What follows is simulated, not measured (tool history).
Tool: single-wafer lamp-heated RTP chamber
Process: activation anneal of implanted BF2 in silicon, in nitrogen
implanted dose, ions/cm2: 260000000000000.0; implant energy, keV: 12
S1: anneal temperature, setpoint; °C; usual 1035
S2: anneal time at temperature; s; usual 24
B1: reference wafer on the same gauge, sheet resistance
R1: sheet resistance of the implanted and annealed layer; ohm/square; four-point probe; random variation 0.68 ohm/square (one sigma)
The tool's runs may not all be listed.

{"run": 1, "hour": 0.0, "S1": 1035, "S2": 15, "B1": 391.01, "R1": 458.36}
{"run": 2, "hour": 11.1, "S1": 1035, "S2": 15, "B1": 390.88, "R1": 458.09}
{"run": 3, "hour": 20.0, "S1": 1035, "S2": 15, "B1": 391.06, "R1": 458.36}
{"run": 4, "hour": 28.4, "S1": 1035, "S2": 24, "B1": 390.94, "R1": 451.89}
{"run": 5, "hour": 38.0, "S1": 1035, "S2": 24, "B1": 391.02, "R1": 450.91}
{"run": 6, "hour": 45.0, "S1": 1035, "S2": 24, "B1": 391.03, "R1": 451.58}
{"run": 7, "hour": 58.9, "S1": 1035, "S2": 21, "B1": 391.13, "R1": 453.72}
{"run": 8, "hour": 66.0, "S1": 1035, "S2": 14, "B1": 391.15, "R1": 459.54}
{"run": 9, "hour": 81.3, "S1": 1035, "S2": 14, "B1": 391.08, "R1": 458.6}
{"hour": 88.9, "done": "gauge calibrated"}
{"run": 10, "hour": 94.5, "S1": 1027, "S2": 37, "B1": 391.14, "R1": 446.92}
{"hour": 105.6, "done": "pyrometer window cleaned and pyrometer calibrated"}
{"hour": 112.7, "done": "reflector plate cleaned"}
{"run": 11, "hour": 113.2, "S1": 1055, "S2": 11, "B1": 391.05, "R1": 456.28}
{"run": 12, "hour": 124.1, "S1": 1063, "S2": 36, "B1": 390.91, "R1": 434.16}
{"run": 13, "hour": 138.5, "S1": 1061, "S2": 24, "B1": 391.08, "R1": 444.39}
{"run": 14, "hour": 154.6, "S1": 1010, "S2": 10, "B1": 390.99, "R1": 468.25}
{"run": 15, "hour": 162.7, "S1": 1035, "S2": 24, "B1": 391.12, "R1": 451.5}
{"run": 16, "hour": 175.7, "S1": 1035, "S2": 37, "B1": 391.0, "R1": 444.7}
{"run": 17, "hour": 190.3, "S1": 1035, "S2": 24, "B1": 390.96, "R1": 451.36}
{"run": 18, "hour": 199.7, "S1": 1035, "S2": 24, "B1": 390.98, "R1": 451.02}
{"run": 19, "hour": 207.3, "S1": 1035, "S2": 24, "B1": 390.86, "R1": 451.13}

What the log doesn't show, run by run:
true wafer temperature minus pyrometer reading, K: 0 in every run
wafer temperature error from the tarnished reflector plate, K: 0 in every run
gauge reads high (%): 0 in every run
